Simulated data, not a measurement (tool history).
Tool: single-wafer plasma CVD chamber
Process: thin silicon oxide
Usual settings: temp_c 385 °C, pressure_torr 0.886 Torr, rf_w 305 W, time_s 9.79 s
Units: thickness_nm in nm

| run | day | temp_c | pressure_torr | rf_w | time_s | wafers since the last listed run | hours since the last thermocouple change | hours since the last RF generator calibration | hours since the last manometer calibration | hours since the showerhead was replaced | hours since the gauge calibration | read-back reference wafer on the same gauge, thickness_nm | thickness_nm |
|---|---|---|---|---|---|---|---|---|---|---|---|---|---|
| 1 | 0 | 385 | 0.886 | 305 | 9.79 | 0 | 1670.6 | 1537.6 | 1455.2 | 6406.5 | 297.2 | 23.489 | 20.777 |
| 2 | 1.342 | 385 | 0.886 | 305 | 9.79 | 1584 | 1702.8 | 1569.8 | 1487.4 | 6438.7 | 329.4 | 23.505 | 20.726 |
| 3 | 3.412 | 385 | 0.886 | 350 | 9.79 | 2446 | 1752.5 | 1619.5 | 1537.1 | 6488.4 | 379.1 | 23.509 | 21.629 |
| 4 | 5.592 | 385 | 0.886 | 305 | 9.79 | 2574 | 1804.8 | 1671.8 | 1589.4 | 6540.7 | 431.4 | 23.498 | 20.748 |
| 5 | 6.833 | 385 | 0.886 | 305 | 9.79 | 1466 | 1834.6 | 1701.6 | 1619.2 | 6570.5 | 461.2 | 23.486 | 20.785 |
|  | 8.458 | gauge calibrated |
| 6 | 9.629 | 385 | 0.886 | 345 | 9.79 | 3302 | 1901.7 | 1768.7 | 1686.3 | 6637.6 | 28.1 | 23.497 | 21.652 |
|  | 11.142 | RF generator calibrated |
|  | 11.183 | thermocouple changed; heater temperature recalibrated |
| 7 | 15.662 | 385 | 0.886 | 345 | 9.79 | 6685 | 107.5 | 108.5 | 1831.1 | 6782.4 | 172.9 | 23.499 | 21.769 |
| 8 | 17.142 | 385 | 0.886 | 345 | 9.79 | 1747 | 143 | 144 | 1866.6 | 6817.9 | 208.4 | 23.512 | 21.793 |
|  | 18.942 | capacitance manometer re-zeroed and calibrated |
| 9 | 18.962 | 385 | 0.886 | 305 | 9.79 | 1757 | 186.7 | 187.7 | 0.5 | 6861.6 | 252.1 | 23.498 | 20.17 |
| 10 | 21.004 | 385 | 0.979 | 290 | 11.01 | 2411 | 235.7 | 236.7 | 49.5 | 6910.6 | 301.1 | 23.49 | 23.769 |
| 11 | 22.15 | 378 | 0.886 | 305 | 9.79 | 1353 | 263.2 | 264.2 | 77 | 6938.1 | 328.6 | 23.506 | 20.152 |
|  | 24.317 | showerhead replaced |
| 12 | 24.725 | 400 | 0.804 | 345 | 10.36 | 2648 | 325 | 326 | 138.8 | 9.8 | 390.4 | 23.51 | 20.168 |
| 13 | 25.821 | 396 | 0.886 | 260 | 9.79 | 1294 | 351.3 | 352.3 | 165.1 | 36.1 | 416.7 | 23.495 | 18.821 |
|  | 26.408 | gauge calibrated |
| 14 | 28.588 | 381 | 0.762 | 255 | 9.08 | 3268 | 417.7 | 418.7 | 231.5 | 102.5 | 52.3 | 23.49 | 15.377 |
| 15 | 30.6 | 391 | 0.886 | 275 | 9.79 | 2377 | 466 | 467 | 279.8 | 150.8 | 100.6 | 23.491 | 19.234 |
| 16 | 31.929 | 385 | 0.886 | 305 | 9.79 | 1570 | 497.9 | 498.9 | 311.7 | 182.7 | 132.5 | 23.504 | 20.041 |
| 17 | 34.138 | 385 | 0.886 | 305 | 9.79 | 2608 | 550.9 | 551.9 | 364.7 | 235.7 | 185.5 | 23.489 | 20.162 |

Forecast each of these 5 alternatives for the next run:
| A | 34.154 | 385 | 0.886 | 305 | 9.79 | 19 | 551.3 | 552.3 | 365.1 | 236.1 | 185.9 | ? | ? |
| B | 34.154 | 381 | 0.886 | 280 | 9.02 | 19 | 551.3 | 552.3 | 365.1 | 236.1 | 185.9 | ? | ? |
| C | 34.154 | 381 | 0.886 | 305 | 9.79 | 19 | 551.3 | 552.3 | 365.1 | 236.1 | 185.9 | ? | ? |
| D | 34.154 | 397 | 1.069 | 305 | 8.72 | 19 | 551.3 | 552.3 | 365.1 | 236.1 | 185.9 | ? | ? |
| E | 34.154 | 385 | 1.008 | 360 | 8.1 | 19 | 551.3 | 552.3 | 365.1 | 236.1 | 185.9 | ? | ? |

| run | read-back reference wafer on the same gauge, thickness_nm | thickness_nm |
|---|---|---|
| A | 23.481 | 20.074 |
| B | 23.481 | 18.008 |
| C | 23.481 | 20.127 |
| D | 23.481 | 20.316 |
| E | 23.481 | 19.357 |
Without the tool's hidden state the same runs would have given:
| run | thickness_nm |
|---|---|
| A | 19.795 |
| B | 17.758 |
| C | 19.848 |
| D | 20.094 |
| E | 19.145 |
